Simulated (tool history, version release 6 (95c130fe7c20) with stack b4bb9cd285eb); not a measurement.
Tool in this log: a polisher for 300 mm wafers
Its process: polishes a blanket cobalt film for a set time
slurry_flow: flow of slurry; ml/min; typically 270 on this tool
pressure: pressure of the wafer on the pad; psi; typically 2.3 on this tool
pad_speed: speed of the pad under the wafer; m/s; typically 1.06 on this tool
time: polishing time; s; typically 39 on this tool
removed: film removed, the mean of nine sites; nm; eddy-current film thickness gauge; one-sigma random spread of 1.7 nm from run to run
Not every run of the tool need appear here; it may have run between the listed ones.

| run | hour | slurry_flow | pressure | pad_speed | time | incoming thickness of the incoming film, nm | removed |
|---|---|---|---|---|---|---|---|
| 1 | 0 | 270 | 2.3 | 1.06 | 39 | 824.9 | 248.9 |
| 2 | 64.4 | 270 | 2.3 | 1.06 | 39 | 820.4 | 254.2 |
|  | 115.8 | worn pad replaced by a new one |
| 3 | 134.7 | 270 | 2.3 | 1.06 | 39 | 826.3 | 251.8 |
| 4 | 203.6 | 270 | 2.3 | 1.06 | 39 | 826.8 | 253.7 |
|  | 218.9 | slurry nozzle cleaned |
| 5 | 252.1 | 270 | 2.3 | 1.06 | 39 | 819.3 | 256.4 |
| 6 | 295.1 | 270 | 2.3 | 0.8 | 39 | 833.6 | 216.1 |
| 7 | 352.4 | 270 | 2.3 | 1.06 | 39 | 833.9 | 252.4 |
|  | 387.3 | worn pad replaced by a new one |
| 8 | 395.5 | 270 | 2.3 | 1.06 | 39 | 837.2 | 255 |
| 9 | 423.8 | 270 | 2.3 | 1.06 | 39 | 838.6 | 257.2 |
| 10 | 455.4 | 270 | 2.3 | 1.06 | 39 | 831.1 | 256.7 |
| 11 | 516.7 | 270 | 2.3 | 1.06 | 39 | 828.6 | 254.3 |
| 12 | 543.4 | 270 | 2.3 | 1.06 | 39 | 815.8 | 255.1 |
| 13 | 608.3 | 270 | 2.3 | 1.06 | 39 | 813.5 | 253.5 |
|  | 650.9 | worn pad replaced by a new one |
| 14 | 662.5 | 360 | 2.6 | 0.86 | 52 | 831.2 | 343.7 |
| 15 | 726.1 | 195 | 2.3 | 1.06 | 39 | 830.7 | 249.8 |
|  | 734.9 | head pressure recalibrated |
| 16 | 791.3 | 220 | 2.9 | 1.34 | 39 | 839.8 | 343.6 |
| 17 | 842.3 | 300 | 3 | 1.38 | 39 | 822.5 | 366.1 |
|  | 848.9 | slurry nozzle cleaned |
| 18 | 870.3 | 270 | 1.8 | 1.06 | 39 | 829.4 | 198.4 |
|  | 905.5 | worn pad replaced by a new one |
| 19 | 927.6 | 300 | 2.3 | 1.06 | 39 | 820.6 | 249 |
| 20 | 993.5 | 270 | 2.8 | 0.96 | 39 | 834.2 | 277.6 |
| 21 | 1030 | 225 | 2.3 | 1.06 | 28 | 832.7 | 176.8 |
| 22 | 1073.6 | 330 | 1.5 | 0.84 | 29 | 816.5 | 113 |
| 23 | 1103.1 | 205 | 1.6 | 0.9 | 46 | 839.7 | 189.5 |
| 24 | 1163.3 | 335 | 2.3 | 1.06 | 39 | 841.1 | 252.7 |
|  | 1180.2 | worn pad replaced by a new one |
| 25 | 1223.3 | 270 | 2.3 | 1.06 | 39 | 828.8 | 249.8 |
| 26 | 1263 | 270 | 2.3 | 1.24 | 35 | 827.1 | 245.5 |
| 27 | 1311.6 | 300 | 3 | 1.38 | 39 | 831.8 | 379.3 |

For some of the steps in removed from one run to the next: how much would appear even if the tool had no hidden state, given the settings, what came in and random variation, and how much remains for the hidden state plus any gauge scatter that the measured result and the result without hidden state don't share?
Unlogged tool condition in this case: removal rate lost through wear of the pad, %; slurry flow missing at the pad, %; deviation of the head's pressure from its setpoint, %.
Run 13 -> 14: slurry_flow 270 -> 360, pressure 2.3 -> 2.6, pad_speed 1.06 -> 0.86, time 39 -> 52, worn pad replaced by a new one. removed +90.2 nm: hidden state +4.6, all else +85.6.
Run 15 -> 16: slurry_flow 195 -> 220, pressure 2.3 -> 2.9, pad_speed 1.06 -> 1.34, head pressure recalibrated. removed +93.8 nm: hidden state -11.7, all else +105.5.
Run 17 -> 18: slurry_flow 300 -> 270, pressure 3 -> 1.8, pad_speed 1.38 -> 1.06, slurry nozzle cleaned. removed -167.7 nm: hidden state -0.1, all else -167.6.
Run 26 -> 27: slurry_flow 270 -> 300, pressure 2.3 -> 3, pad_speed 1.24 -> 1.38, time 35 -> 39. removed +133.8 nm: hidden state +3.1, all else +130.7.
